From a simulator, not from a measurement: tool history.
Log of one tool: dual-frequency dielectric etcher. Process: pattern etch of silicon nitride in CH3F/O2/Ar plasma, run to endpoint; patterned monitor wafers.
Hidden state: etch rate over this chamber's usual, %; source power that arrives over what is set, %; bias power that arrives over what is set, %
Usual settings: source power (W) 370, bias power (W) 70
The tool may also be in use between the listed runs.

run,hour,source power (W),bias power (W),wafers since the last listed run,hours since the last wet clean,hours since the last source power generator calibration,hours since the last bias power generator calibration,hours since the last upper electrode change,"incoming incoming film thickness, nm",endpoint time (s)
1,0,370,70,0,371.3,3031.5,2471.8,3344.5,30.14,49.4
# hour 3.8: wet clean of the chamber
2,45.9,430,70,466,42.1,3077.4,2517.7,3390.4,30.3,46.2
3,103.3,430,70,636,99.5,3134.8,2575.1,3447.8,29.95,46.3
4,151,430,70,529,147.2,3182.5,2622.8,3495.5,30.68,47.1
5,204.6,370,70,594,200.8,3236.1,2676.4,3549.1,30.26,49.8
6,250.4,370,70,507,246.6,3281.9,2722.2,3594.9,30.22,49
7,301.4,370,70,565,297.6,3332.9,2773.2,3645.9,30.5,50.4
# hour 317.2: bias power generator calibrated
8,328.7,370,56,258,324.9,3360.2,11.5,3673.2,30.25,55.1
9,354,370,56,280,350.2,3385.5,36.8,3698.5,30.23,55.3
# hour 406.8: wet clean of the chamber
10,420.3,370,70,469,13.5,3451.8,103.1,3764.8,30.05,49.4
11,471.6,440,54,568,64.8,3503.1,154.4,3816.1,30.16,51.8
12,520.8,340,76,545,114,3552.3,203.6,3865.3,30.18,49.3
# hour 550.7: upper electrode replaced
13,575.2,390,65,337,168.4,3606.7,258,24.5,30.01,49.5
# hour 641.2: source power generator calibrated
14,647.2,410,81,754,240.4,6,330,96.5,30.17,44.1
15,682.2,370,70,388,275.4,41,365,131.5,30.27,49.3
# hour 743.7: wet clean of the chamber
16,753.8,370,70,527,10.1,112.6,436.6,203.1,30.01,48.3
17,818.2,420,61,714,74.5,177,501,267.5,30.06,48.9
18,844.4,290,61,290,100.7,203.2,527.2,293.7,30.41,59.4

What the log doesn't show, run by run:
etch rate over this chamber's usual, %: 0 in every run
source power that arrives over what is set, %: 0 in every run
bias power that arrives over what is set, %: 0 in every run
